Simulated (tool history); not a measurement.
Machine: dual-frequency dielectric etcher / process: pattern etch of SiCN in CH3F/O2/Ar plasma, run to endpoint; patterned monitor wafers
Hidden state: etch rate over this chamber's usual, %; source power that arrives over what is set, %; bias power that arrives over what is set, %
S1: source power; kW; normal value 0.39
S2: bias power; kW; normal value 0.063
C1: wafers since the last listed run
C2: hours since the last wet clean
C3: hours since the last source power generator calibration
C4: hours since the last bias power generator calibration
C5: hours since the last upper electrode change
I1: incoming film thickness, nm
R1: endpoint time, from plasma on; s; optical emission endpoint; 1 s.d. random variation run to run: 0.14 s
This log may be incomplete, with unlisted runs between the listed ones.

Run 1, hour 0: usual settings but S1 0.36 kW, S2 0.073 kW; C1 0; C2 251.3; C3 2479.5; C4 805.5; C5 4169.8; I1 9.39. Result: R1 25.8 s.
Run 2, hour 27.6: usual settings but S1 0.42 kW; C1 500; C2 278.9; C3 2507.1; C4 833.1; C5 4197.4; I1 9.4. Result: R1 25.5 s.
Run 3, hour 84.7: usual settings but S1 0.42 kW; C1 1034; C2 336; C3 2564.2; C4 890.2; C5 4254.5; I1 9.48. Result: R1 25.3 s.
Run 4, hour 115.6: usual settings but S1 0.42 kW; C1 560; C2 366.9; C3 2595.1; C4 921.1; C5 4285.4; I1 9.47. Result: R1 25.6 s.
At hour 160.5: wet clean of the chamber.
Run 5, hour 161: usual settings but S2 0.053 kW; C1 387; C2 0.5; C3 2640.5; C4 966.5; C5 4330.8; I1 9.4. Result: R1 27.4 s.
Run 6, hour 168.7: usual settings but S1 0.36 kW; C1 139; C2 8.2; C3 2648.2; C4 974.2; C5 4338.5; I1 9.33. Result: R1 26.7 s.
Run 7, hour 207.1: usual settings but S1 0.36 kW; C1 695; C2 46.6; C3 2686.6; C4 1012.6; C5 4376.9; I1 9.37. Result: R1 27 s.
Run 8, hour 256.8: usual settings but S1 0.36 kW; C1 900; C2 96.3; C3 2736.3; C4 1062.3; C5 4426.6; I1 9.46. Result: R1 27.2 s.
Run 9, hour 314.3: usual settings; C1 1042; C2 153.8; C3 2793.8; C4 1119.8; C5 4484.1; I1 9.37. Result: R1 26.1 s.
Run 10, hour 364.4: usual settings; C1 908; C2 203.9; C3 2843.9; C4 1169.9; C5 4534.2; I1 9.43. Result: R1 26.3 s.
Run 11, hour 405.7: usual settings; C1 748; C2 245.2; C3 2885.2; C4 1211.2; C5 4575.5; I1 9.45. Result: R1 26.2 s.
Run 12, hour 465.9: usual settings; C1 1091; C2 305.4; C3 2945.4; C4 1271.4; C5 4635.7; I1 9.37. Result: R1 25.9 s.
Run 13, hour 497.2: usual settings; C1 567; C2 336.7; C3 2976.7; C4 1302.7; C5 4667; I1 9.36. Result: R1 26 s.
At hour 546.2: source power generator calibrated.
At hour 565.1: wet clean of the chamber.
Run 14, hour 565.6: usual settings but S2 0.074 kW; C1 823; C2 0.5; C3 19.4; C4 1371.1; C5 4735.4; I1 9.36. Result: R1 25.1 s.
At hour 604.6: bias power generator calibrated.
Run 15, hour 609.3: usual settings but S1 0.45 kW; C1 719; C2 44.2; C3 63.1; C4 4.7; C5 4779.1; I1 9.35. Result: R1 24.8 s.
Run 16, hour 640.4: usual settings; C1 563; C2 75.3; C3 94.2; C4 35.8; C5 4810.2; I1 9.41. Result: R1 27.1 s.
Run 17, hour 696.1: usual settings; C1 1009; C2 131; C3 149.9; C4 91.5; C5 4865.9; I1 9.38. Result: R1 27 s.
Run 18, hour 725.6: usual settings but S1 0.42 kW, S2 0.047 kW; C1 534; C2 160.5; C3 179.4; C4 121; C5 4895.4; I1 9.37. Result: R1 29.2 s.
Run 19, hour 769.4: usual settings but S1 0.36 kW, S2 0.054 kW; C1 793; C2 204.3; C3 223.2; C4 164.8; C5 4939.2; I1 9.35. Result: R1 29.6 s.
At hour 818.1: wet clean of the chamber, repeated, since the last time left the tool worse.
Run 20, hour 818.6: usual settings; C1 456; C2 0.5; C3 272.4; C4 214; C5 4988.4; I1 9.45. Result: R1 26 s.

For run 21, what comes out?
Run 21, hour 860.1: usual settings but S1 0.49 kW, S2 0.077 kW; C1 752; C2 42; C3 313.9; C4 255.5; C5 5029.9; I1 9.45. Result: R1 ?.

{"run 21": {"R1": 21.6}}
Were there no unlogged condition in the tool, this run, its random variation unchanged, would have produced R1 21.6 s.
